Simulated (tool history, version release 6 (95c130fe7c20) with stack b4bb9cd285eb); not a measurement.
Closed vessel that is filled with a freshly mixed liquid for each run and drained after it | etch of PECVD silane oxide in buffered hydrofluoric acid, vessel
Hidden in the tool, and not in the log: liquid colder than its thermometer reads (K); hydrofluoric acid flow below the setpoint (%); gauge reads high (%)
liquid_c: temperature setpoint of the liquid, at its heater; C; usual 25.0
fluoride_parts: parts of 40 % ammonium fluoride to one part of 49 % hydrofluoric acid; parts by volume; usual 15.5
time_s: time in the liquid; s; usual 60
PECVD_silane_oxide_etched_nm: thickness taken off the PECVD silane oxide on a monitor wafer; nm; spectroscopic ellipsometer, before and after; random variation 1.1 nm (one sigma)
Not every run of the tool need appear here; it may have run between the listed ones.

| run | hour | liquid_c | fluoride_parts | time_s | wafers since the last listed run | hours since the thermometer was replaced | hours since the hydrofluoric acid flow meter was replaced | hours since the gauge calibration | read-back film thickness of the PECVD silane oxide reference wafer, read on the same gauge (nm) | PECVD_silane_oxide_etched_nm |
|---|---|---|---|---|---|---|---|---|---|---|
| 1 | 0.0 | 25.0 | 20.0 | 60 | 0 | 837.7 | 1972.0 | 113.0 | 89.95 | 132.58 |
| 2 | 8.9 | 25.0 | 20.0 | 60 | 928 | 846.6 | 1980.9 | 121.9 | 89.97 | 131.02 |
| 3 | 23.4 | 25.0 | 20.0 | 60 | 1513 | 861.1 | 1995.4 | 136.4 | 90.04 | 131.72 |
| 4 | 59.7 | 25.0 | 13.5 | 60 | 3788 | 897.4 | 2031.7 | 172.7 | 89.98 | 194.50 |
| 5 | 73.6 | 25.0 | 11.0 | 60 | 1450 | 911.3 | 2045.6 | 186.6 | 90.02 | 235.00 |
|  | 81.6 | gauge calibrated |
| 6 | 88.6 | 25.0 | 11.0 | 60 | 1565 | 926.3 | 2060.6 | 7.0 | 89.98 | 237.06 |
| 7 | 97.2 | 21.5 | 15.5 | 85 | 897 | 934.9 | 2069.2 | 15.6 | 90.02 | 195.10 |
|  | 101.2 | hydrofluoric acid flow meter replaced |
|  | 101.5 | thermometer replaced |
| 8 | 104.1 | 21.5 | 15.5 | 85 | 589 | 2.6 | 2.9 | 22.5 | 89.99 | 185.44 |
| 9 | 118.4 | 25.0 | 13.0 | 60 | 1492 | 16.9 | 17.2 | 36.8 | 89.97 | 188.07 |
| 10 | 125.6 | 25.0 | 13.0 | 60 | 751 | 24.1 | 24.4 | 44.0 | 89.99 | 186.92 |
| 11 | 131.9 | 25.0 | 15.5 | 80 | 657 | 30.4 | 30.7 | 50.3 | 89.97 | 210.05 |
|  | 133.6 | thermometer replaced, repeated, since the last time left the tool worse |
| 12 | 140.3 | 25.0 | 13.0 | 80 | 772 | 6.7 | 39.1 | 58.7 | 90.02 | 292.49 |
| 13 | 148.5 | 29.5 | 12.5 | 40 | 855 | 14.9 | 47.3 | 66.9 | 89.99 | 190.55 |
| 14 | 164.8 | 21.5 | 15.5 | 85 | 1701 | 31.2 | 63.6 | 83.2 | 89.97 | 215.22 |
| 15 | 179.1 | 25.0 | 15.5 | 60 | 1492 | 45.5 | 77.9 | 97.5 | 89.99 | 183.39 |
| 16 | 186.7 | 20.5 | 11.5 | 75 | 793 | 53.1 | 85.5 | 105.1 | 89.99 | 242.85 |
| 17 | 199.5 | 30.0 | 21.0 | 30 | 1335 | 65.9 | 98.3 | 117.9 | 89.98 | 91.07 |
| 18 | 207.7 | 25.0 | 15.5 | 60 | 855 | 74.1 | 106.5 | 126.1 | 89.98 | 185.50 |
| 19 | 216.5 | 27.5 | 21.5 | 30 | 918 | 82.9 | 115.3 | 134.9 | 89.99 | 77.19 |
| 20 | 234.4 | 25.0 | 15.5 | 60 | 1868 | 100.8 | 133.2 | 152.8 | 90.03 | 180.55 |
| 21 | 244.5 | 25.0 | 9.5 | 85 | 1054 | 110.9 | 143.3 | 162.9 | 89.99 | 409.65 |

The tool's hidden state at each run:
hydrofluoric acid flow below the setpoint (%): 0, the same for each run
gauge reads high (%): 0, the same for each run
H1: liquid colder than its thermometer reads (K)
| run | H1 |
|---|---|
| 1 | 1.91 |
| 2 | 1.93 |
| 3 | 1.95 |
| 4 | 2.02 |
| 5 | 2.04 |
| 6 | 2.07 |
| 7 | 2.09 |
| 8 | 3.2 |
| 9 | 3.22 |
| 10 | 3.24 |
| 11 | 3.25 |
| 12 | 0.361 |
| 13 | 0.376 |
| 14 | 0.406 |
| 15 | 0.432 |
| 16 | 0.446 |
| 17 | 0.469 |
| 18 | 0.484 |
| 19 | 0.5 |
| 20 | 0.533 |
| 21 | 0.551 |
